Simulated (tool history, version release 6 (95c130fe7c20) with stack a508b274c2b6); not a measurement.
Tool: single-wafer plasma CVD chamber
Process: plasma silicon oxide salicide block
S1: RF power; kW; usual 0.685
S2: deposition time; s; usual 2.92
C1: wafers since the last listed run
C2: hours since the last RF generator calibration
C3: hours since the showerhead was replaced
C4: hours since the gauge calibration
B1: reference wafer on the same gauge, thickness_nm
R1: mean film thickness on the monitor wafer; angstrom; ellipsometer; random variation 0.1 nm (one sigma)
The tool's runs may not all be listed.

run,hour,S1,S2,C1,C2,C3,C4,B1,R1
1,0,0.685,2.92,0,1283.9,3150.2,1830.2,31.914,274.65
2,79.2,0.685,2.92,2731,1363.1,3229.4,1909.4,31.872,274.66
3,144.3,0.685,2.92,2245,1428.2,3294.5,1974.5,31.874,273.79
4,249.1,0.685,2.92,3614,1533,3399.3,2079.3,31.936,273.36
# hour 300: gauge calibrated
5,316.1,0.74,3.26,2311,1600,3466.3,16.1,31.867,312.29
6,369.5,0.74,3.26,1841,1653.4,3519.7,69.5,31.842,312.48
7,429.6,0.74,3.26,2073,1713.5,3579.8,129.6,31.872,311.5
8,476.7,0.715,2.92,1624,1760.6,3626.9,176.7,31.856,277.98
9,540.1,0.715,2.92,2186,1824,3690.3,240.1,31.97,275.69
10,613.3,0.715,2.92,2524,1897.2,3763.5,313.3,31.913,274.27
11,671.3,0.685,2.54,2000,1955.2,3821.5,371.3,31.866,238.67
12,722,0.685,2.54,1748,2005.9,3872.2,422,31.922,238.25
13,765.3,0.685,2.92,1493,2049.2,3915.5,465.3,31.897,275.18
14,1050.4,0.685,2.92,9834,2334.3,4200.6,750.4,31.875,273.12
15,1120.5,0.685,2.92,2418,2404.4,4270.7,820.5,31.968,274.47
16,1198.6,0.685,2.92,2693,2482.5,4348.8,898.6,31.91,273.48
17,1267.7,0.685,2.92,2383,2551.6,4417.9,967.7,31.911,274.22
18,1308,0.585,3.18,1390,2591.9,4458.2,1008,31.867,287.34
# hour 1343.5: showerhead replaced
19,1520,0.555,2.92,7036,2803.9,176.5,1220,31.921,260.93
# hour 1614.2: RF generator calibrated
20,1621.8,0.725,2.92,3235,7.6,278.3,1321.8,31.884,273.47
21,1719.3,0.595,2.92,3363,105.1,375.8,1419.3,31.898,262.76
22,1817.6,0.685,2.92,3390,203.4,474.1,1517.6,31.942,272
# hour 2009.3: gauge calibrated
23,2129.1,0.725,2.92,10744,514.9,785.6,119.8,31.899,274.96
# hour 2181.1: RF generator calibrated, repeated, since the last time left the tool worse
24,2205.6,0.685,2.92,2362,24.5,862.1,196.3,31.852,277.18
25,2292.6,0.605,3.34,3000,111.5,949.1,283.3,31.875,305.81
26,2345.9,0.685,2.92,1838,164.8,1002.4,336.6,31.92,275.6
27,2403.1,0.62,3.07,1973,222,1059.6,393.8,31.914,283.36
28,2457.8,0.82,2.59,1886,276.7,1114.3,448.5,31.877,253.96
29,2501.7,0.6,2.38,1514,320.6,1158.2,492.4,31.949,219.38
30,2540.3,0.685,2.92,1331,359.2,1196.8,531,31.832,274.59
31,2619.3,0.685,2.92,2725,438.2,1275.8,610,31.874,276.03
32,2656.4,0.785,2.51,1279,475.3,1312.9,647.1,31.88,242.6
33,2760.7,0.72,2.92,3597,579.6,1417.2,751.4,31.869,276.81
34,2826.2,0.595,2.92,2259,645.1,1482.7,816.9,31.924,266.53

3 ways to go on from here, each from the tool as it stands after run 34. What would each give?
A,2826.6,0.685,2.92,13,645.5,1483.1,817.3,?,?
B,2826.6,0.785,3.35,13,645.5,1483.1,817.3,?,?
C,2826.6,0.73,2.6,13,645.5,1483.1,817.3,?,?

run,B1,R1
A,31.927,274.74
B,31.927,325
C,31.927,248.12
Without the tool's hidden state the same runs would have given:
run,R1
A,276.04
B,326.54
C,249.29
